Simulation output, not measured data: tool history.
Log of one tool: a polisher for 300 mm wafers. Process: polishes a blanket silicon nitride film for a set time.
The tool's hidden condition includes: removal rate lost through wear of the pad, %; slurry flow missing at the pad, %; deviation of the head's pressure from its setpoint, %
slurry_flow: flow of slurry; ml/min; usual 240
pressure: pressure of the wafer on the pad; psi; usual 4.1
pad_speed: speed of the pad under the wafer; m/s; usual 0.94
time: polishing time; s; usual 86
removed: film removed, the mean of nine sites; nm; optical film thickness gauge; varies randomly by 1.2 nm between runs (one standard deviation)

run,hour,slurry_flow,pressure,pad_speed,time,wafers since the last listed run,wafers polished on this pad,hours since the slurry nozzle was cleaned,hours since the head pressure was calibrated,"incoming thickness of the incoming film, nm",removed
1,0,240,4.1,0.94,86,0,2042,592.7,782,872.3,172.2
2,58.1,240,4.1,0.94,86,434,2477,650.8,840.1,858.4,170.8
# hour 103.2: head pressure recalibrated
3,103.7,240,4.1,0.94,86,326,2803,696.4,0.5,886.9,163.3
4,145,240,4.1,1.18,86,308,3112,737.7,41.8,885.2,193.1
# hour 170.2: slurry nozzle cleaned
5,248.9,240,4.1,1.18,86,769,3881,78.7,145.7,862.7,215.7
6,287.7,240,4.1,1.18,86,290,4171,117.5,184.5,862.4,214.7
7,347.2,240,4.1,0.94,95,444,4616,177,244,880.5,196.7
8,417.7,240,4.1,0.94,86,527,5143,247.5,314.5,867.6,177.2
# hour 455.7: worn pad replaced by a new one
9,512.5,185,4.1,0.94,97,678,424,342.3,409.3,852.6,188.5
10,604.8,185,4.1,0.94,97,690,1114,434.6,501.6,873.2,189.4
11,648.4,240,4.1,0.94,86,326,1440,478.2,545.2,860.4,174
12,705,240,4.1,0.94,86,423,1864,534.8,601.8,879.5,175.4
13,800.7,240,4.1,0.94,86,715,2579,630.5,697.5,857.8,170.7
14,870.6,240,4.1,0.94,86,522,3102,700.4,767.4,888,169.7
# hour 914.5: head pressure recalibrated
15,932.6,240,4.1,0.94,86,448,3550,762.4,18.1,858.2,165.9
# hour 947.4: slurry nozzle cleaned
16,990.6,240,4.1,0.94,86,426,3977,43.2,76.1,870,178.1
17,1077.6,280,3.5,0.94,112,650,4627,130.2,163.1,864.8,196.4
18,1130.6,190,4.1,0.94,67,396,5023,183.2,216.1,870.1,130.9
19,1186.7,240,5.2,0.76,100,419,5443,239.3,272.2,877,217.2
# hour 1231.5: worn pad replaced by a new one
20,1283,220,4.1,0.8,86,690,385,335.6,368.5,880.6,148.7
21,1348.8,325,4.8,0.94,86,491,877,401.4,434.3,870.9,211.7
22,1428.1,315,4.7,1.14,64,592,1470,480.7,513.6,866.6,178.3
23,1520.5,180,4.1,1.24,86,690,2161,573.1,606,873.1,195.1
# hour 1576.2: slurry nozzle cleaned
24,1617.3,240,4.1,0.94,86,716,2877,41.1,702.8,883.5,185.4
25,1658.5,240,4.1,0.94,86,308,3185,82.3,744,877.1,182.2
# hour 1712.5: head pressure recalibrated
# hour 1909.1: worn pad replaced by a new one
26,1962.4,305,4.1,0.94,106,2227,398,386.2,249.9,877.1,220.6
27,2021.8,240,5.2,0.94,86,444,842,445.6,309.3,865.8,217.8
28,2068.1,320,4.1,0.94,62,346,1188,491.9,355.6,864.9,129.7
29,2157,240,4.1,0.94,86,664,1853,580.8,444.5,869.5,171.5
# hour 2209.4: slurry nozzle cleaned
30,2259.5,240,3.3,0.94,69,758,2612,50.1,547,876.1,117.7
31,2487.5,295,4.1,1.18,60,1704,4316,278.1,775,857,156.6
# hour 2552.3: head pressure recalibrated
32,2569.6,240,4.1,1.22,86,598,4915,360.2,17.3,875.4,213.4
# hour 2658.3: worn pad replaced by a new one
33,2660,240,3.3,0.94,94,646,12,450.6,107.7,866.4,152.9
34,2751.6,240,4.1,1.24,86,684,697,542.2,199.3,865.9,213
35,2793.5,240,5.4,1.04,86,313,1010,584.1,241.2,870.6,242
36,2869.3,320,2.8,0.66,86,566,1577,659.9,317,881.4,91.5
37,2973.1,240,3.4,0.7,65,776,2353,763.7,420.8,868.4,81.6
# hour 3012.1: slurry nozzle cleaned
38,3027.2,240,4.1,0.94,86,397,2750,15.1,474.9,864.7,180.2

Hidden state or all else? Some run-to-run changes of removed, split into what the settings, what came in and random variation would give without the hidden state, and what is left for the hidden state (with any gauge scatter that isn't in both results):
Run 4 -> 5: slurry nozzle cleaned. removed +22.6 nm: hidden state +20.4, all else +2.2.
Run 15 -> 16: slurry nozzle cleaned. removed +12.2 nm: hidden state +13.9, all else -1.7.
Run 23 -> 24: slurry_flow 180 -> 240, pad_speed 1.24 -> 0.94, slurry nozzle cleaned. removed -9.7 nm: hidden state +23.9, all else -33.6.
Run 27 -> 28: slurry_flow 240 -> 320, pressure 5.2 -> 4.1, time 86 -> 62. removed -88.1 nm: hidden state +5, all else -93.1.
Run 35 -> 36: slurry_flow 240 -> 320, pressure 5.4 -> 2.8, pad_speed 1.04 -> 0.66. removed -150.5 nm: hidden state +9.9, all else -160.4.
Run 37 -> 38: pressure 3.4 -> 4.1, pad_speed 0.7 -> 0.94, time 65 -> 86, slurry nozzle cleaned. removed +98.6 nm: hidden state +8.5, all else +90.1.
